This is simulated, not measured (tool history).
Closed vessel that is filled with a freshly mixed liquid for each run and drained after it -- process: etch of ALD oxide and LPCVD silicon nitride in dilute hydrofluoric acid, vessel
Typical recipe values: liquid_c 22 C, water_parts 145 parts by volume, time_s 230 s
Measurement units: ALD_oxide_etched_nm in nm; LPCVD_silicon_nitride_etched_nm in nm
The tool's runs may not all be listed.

run	day	liquid_c	water_parts	time_s	wafers since the last listed run	hours since the thermometer was replaced	hours since the hydrofluoric acid flow meter was replaced	hours since the gauge calibration	read-back film thickness of the ALD oxide reference wafer, read on the same gauge (nm)	read-back film thickness of the LPCVD silicon nitride reference wafer, read on the same gauge (nm)	ALD_oxide_etched_nm	LPCVD_silicon_nitride_etched_nm
1	0	22	145	230	0	7.3	1123.5	966.8	126.03	83.975	23.52	0.851
2	4.362	22	145	230	8410	112	1228.2	1071.5	126.34	84.221	24.06	0.859
3	7.333	22	145	230	5727	183.3	1299.5	1142.8	126.58	84.316	24.24	0.859
4	18.775	22	145	230	22057	457.9	1574.1	1417.4	127.23	84.805	24.03	0.874
5	30.392	18	115	230	22394	736.7	1852.9	1696.2	127.76	85.11	26.74	0.774
6	32.462	22	145	230	3992	786.4	1902.6	1745.9	127.79	85.16	23.99	0.846
7	36.729	22	145	230	8225	888.8	2005	1848.3	127.95	85.286	24.23	0.845
# day 39.058: thermometer replaced
8	41.229	22	145	230	8594	52.1	2113	1956.3	128.04	85.366	24.33	0.811
9	45.488	22	120	230	8209	154.3	2215.2	2058.5	128.17	85.46	30.28	1.066
10	49.379	22	145	230	7502	247.7	2308.6	2151.9	128.26	85.511	24.31	0.844
# day 49.829: hydrofluoric acid flow meter replaced
11	53.667	22	195	100	8185	350.6	92.1	2254.8	128.34	85.625	7.44	0.278
12	55.733	22	145	190	3984	400.2	141.7	2304.4	128.43	85.624	20.13	0.671
13	58.217	17	105	155	4787	459.8	201.3	2364	128.43	85.623	19.11	0.592
# day 60.342: gauge calibrated
14	61.829	25	145	330	6964	546.5	288	35.7	120.41	80.25	36.72	1.436
15	65.129	22	200	230	6361	625.7	367.2	114.9	121.11	80.704	15.48	0.617
16	67.117	22	145	100	3831	673.4	414.9	162.6	121.48	80.999	10.02	0.332
17	68.871	22	180	230	3381	715.5	457	204.7	121.79	81.239	17.82	0.7
18	72.992	22	145	230	7944	814.4	555.9	303.6	122.55	81.681	23.22	0.808
19	75.067	24	145	230	4000	864.2	605.7	353.4	122.88	81.869	25.24	0.971
20	78.658	17	145	230	6924	950.4	691.9	439.6	123.45	82.306	19.2	0.586
21	82.629	19.5	145	230	7655	1045.7	787.2	534.9	123.95	82.621	21.2	0.689
22	86.783	22	175	230	8008	1145.4	886.9	634.6	124.42	82.944	18.8	0.726
23	88.946	22	145	230	4168	1197.3	938.8	686.5	124.7	83.105	23.68	0.884
# day 90.217: thermometer replaced
24	90.892	22	145	230	3670	16.2	985.5	733.2	124.9	83.211	23.61	0.825
25	92.904	22	175	230	3879	64.5	1033.8	781.5	125.07	83.407	19.04	0.709
26	95.938	22	145	230	5847	137.3	1106.6	854.3	125.38	83.597	23.69	0.846

4 ways to go on from here, each from the tool as it stands after run 26. What would each give?
A	95.967	24.5	145	230	56	138	1107.3	855	?	?	?	?
B	95.967	24	205	345	56	138	1107.3	855	?	?	?	?
C	95.967	20	145	330	56	138	1107.3	855	?	?	?	?
D	95.967	20.5	80	115	56	138	1107.3	855	?	?	?	?

run	read-back film thickness of the ALD oxide reference wafer, read on the same gauge (nm)	read-back film thickness of the LPCVD silicon nitride reference wafer, read on the same gauge (nm)	ALD_oxide_etched_nm	LPCVD_silicon_nitride_etched_nm
A	125.39	83.588	26.23	0.953
B	125.39	83.588	25.54	0.982
C	125.39	83.588	31.57	1.017
D	125.39	83.588	21.86	0.655
What these runs would have given with no unlogged condition in the tool:
run	ALD_oxide_etched_nm	LPCVD_silicon_nitride_etched_nm
A	25.1	0.912
B	24.45	0.94
C	30.21	0.973
D	20.92	0.627

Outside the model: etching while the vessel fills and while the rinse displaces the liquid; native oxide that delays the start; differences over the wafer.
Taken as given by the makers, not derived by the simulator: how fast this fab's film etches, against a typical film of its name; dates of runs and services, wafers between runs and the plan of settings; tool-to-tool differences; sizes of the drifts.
